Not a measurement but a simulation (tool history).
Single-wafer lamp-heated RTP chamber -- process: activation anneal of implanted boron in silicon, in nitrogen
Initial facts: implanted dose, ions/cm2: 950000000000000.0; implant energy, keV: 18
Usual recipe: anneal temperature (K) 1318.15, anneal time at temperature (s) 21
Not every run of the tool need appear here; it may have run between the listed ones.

| run | hour | anneal temperature (K) | anneal time at temperature (s) | read-back reference wafer on the same gauge, sheet resistance | sheet resistance of the implanted and annealed layer (ohm/square) |
|---|---|---|---|---|---|
| 1 | 0 | 1318.15 | 21 | 139.52 | 127.68 |
| 2 | 9.1 | 1318.15 | 21 | 139.6 | 127.4 |
| 3 | 30.8 | 1304.15 | 21 | 139.7 | 128.52 |
| 4 | 37.2 | 1318.15 | 21 | 139.72 | 127.95 |
| 5 | 45.4 | 1318.15 | 21 | 139.78 | 127.99 |
| 6 | 55.4 | 1318.15 | 21 | 139.74 | 127.94 |
| 7 | 69.8 | 1318.15 | 21 | 139.87 | 128.31 |
| 8 | 80.8 | 1318.15 | 21 | 139.89 | 128.24 |
| 9 | 93.9 | 1318.15 | 21 | 139.96 | 128.25 |
| 10 | 108 | 1318.15 | 21 | 140.1 | 128.37 |
| 11 | 118.3 | 1325.15 | 21 | 140.07 | 128.37 |
|  | 134.8 | reflector plate cleaned |
| 12 | 135.3 | 1325.15 | 21 | 140.19 | 128.08 |
| 13 | 135.8 | 1318.15 | 21 | 140.26 | 128.53 |
| 14 | 151.2 | 1343.15 | 26 | 140.33 | 127.21 |
| 15 | 185 | 1337.15 | 24 | 140.54 | 127.91 |
| 16 | 196.5 | 1298.15 | 18 | 140.45 | 130.11 |
|  | 206.4 | pyrometer window cleaned and pyrometer calibrated |
| 17 | 207.1 | 1318.15 | 21 | 140.63 | 128.89 |
|  | 208.2 | gauge calibrated |
| 18 | 215.4 | 1329.15 | 30 | 139.03 | 126.59 |
| 19 | 222.1 | 1344.15 | 11 | 139.15 | 127.39 |
| 20 | 234.9 | 1325.15 | 21 | 139.05 | 127.14 |
| 21 | 248.4 | 1318.15 | 21 | 139.17 | 127.25 |
| 22 | 256.3 | 1303.15 | 27 | 139.33 | 127.96 |
|  | 279.7 | reflector plate cleaned |
| 23 | 310.2 | 1347.15 | 15 | 139.59 | 127.77 |
| 24 | 316.4 | 1303.15 | 27 | 139.56 | 128.18 |

Run 25 has not been measured yet. What should we expect?
| 25 | 333.1 | 1302.15 | 26 | ? | ? |

read-back reference wafer on the same gauge, sheet resistance: 139.66
sheet resistance of the implanted and annealed layer (ohm/square): 128.41
On a tool with no hidden condition, and with the same random variation, this run would have come out at sheet resistance of the implanted and annealed layer (ohm/square) 127.77.
